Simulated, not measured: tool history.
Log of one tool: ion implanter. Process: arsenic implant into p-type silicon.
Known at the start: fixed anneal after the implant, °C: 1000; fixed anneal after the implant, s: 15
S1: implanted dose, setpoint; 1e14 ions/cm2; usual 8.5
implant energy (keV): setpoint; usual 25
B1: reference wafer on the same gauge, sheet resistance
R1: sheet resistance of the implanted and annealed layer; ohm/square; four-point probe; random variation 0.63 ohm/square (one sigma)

Run 1, hour 0: usual settings but implant energy (keV) 18.5; B1 124.78. Result: R1 145.63 ohm/square.
Run 2, hour 64.7: usual settings but implant energy (keV) 18.5; B1 125.09. Result: R1 144.83 ohm/square.
Run 3, hour 131.1: usual settings; B1 125.13. Result: R1 134.08 ohm/square.
Run 4, hour 170.9: usual settings but S1 6.73 1e14 ions/cm2, implant energy (keV) 22; B1 124.97. Result: R1 160.17 ohm/square.
Run 5, hour 202.2: usual settings but S1 6.73 1e14 ions/cm2, implant energy (keV) 22; B1 125.04. Result: R1 160.64 ohm/square.
Run 6, hour 229: usual settings; B1 124.93. Result: R1 134.68 ohm/square.
Run 7, hour 271.5: usual settings; B1 125.2. Result: R1 134.68 ohm/square.
Run 8, hour 299.3: usual settings; B1 125.08. Result: R1 133.76 ohm/square.
At hour 334: gauge calibrated.
Run 9, hour 337: usual settings; B1 125.21. Result: R1 134.33 ohm/square.
Run 10, hour 382.6: usual settings but S1 5.97 1e14 ions/cm2, implant energy (keV) 31.5; B1 125.09. Result: R1 164.34 ohm/square.
Run 11, hour 417.1: usual settings but S1 6.93 1e14 ions/cm2, implant energy (keV) 20.5; B1 124.98. Result: R1 160.31 ohm/square.
Run 12, hour 578.3: usual settings; B1 125.04. Result: R1 134.33 ohm/square.
Run 13, hour 606.7: usual settings but S1 10.19 1e14 ions/cm2, implant energy (keV) 29.5; B1 125.18. Result: R1 116.16 ohm/square.
At hour 653.3: extraction supply calibrated.
At hour 669.9: Faraday cup replaced and dose calibrated.
Run 14, hour 670.4: usual settings; B1 124.97. Result: R1 134.79 ohm/square.
Run 15, hour 705.6: usual settings but S1 10.27 1e14 ions/cm2, implant energy (keV) 22; B1 124.99. Result: R1 126.69 ohm/square.
Run 16, hour 748.6: usual settings but S1 6.96 1e14 ions/cm2, implant energy (keV) 21; B1 125.02. Result: R1 158.67 ohm/square.
Run 17, hour 803.6: usual settings but S1 7.47 1e14 ions/cm2; B1 125.08. Result: R1 145.95 ohm/square.
Run 18, hour 856.5: usual settings; B1 124.92. Result: R1 133.1 ohm/square.

Forecast each of these 3 alternatives for the next run:
Run A, hour 856.9: usual settings but S1 7.16 1e14 ions/cm2; B1 ?. Result: R1 ?.
Run B, hour 856.9: usual settings but S1 10.77 1e14 ions/cm2, implant energy (keV) 33; B1 ?. Result: R1 ?.
Run C, hour 856.9: usual settings but S1 6.7 1e14 ions/cm2, implant energy (keV) 32.5; B1 ?. Result: R1 ?.

run      B1      R1
  A  125.18  151.93
  B  125.18  109.31
  C  125.18  151.11
Without the tool's hidden state the same runs would have given:
run      R1
  A  151.93
  B  109.31
  C  151.11
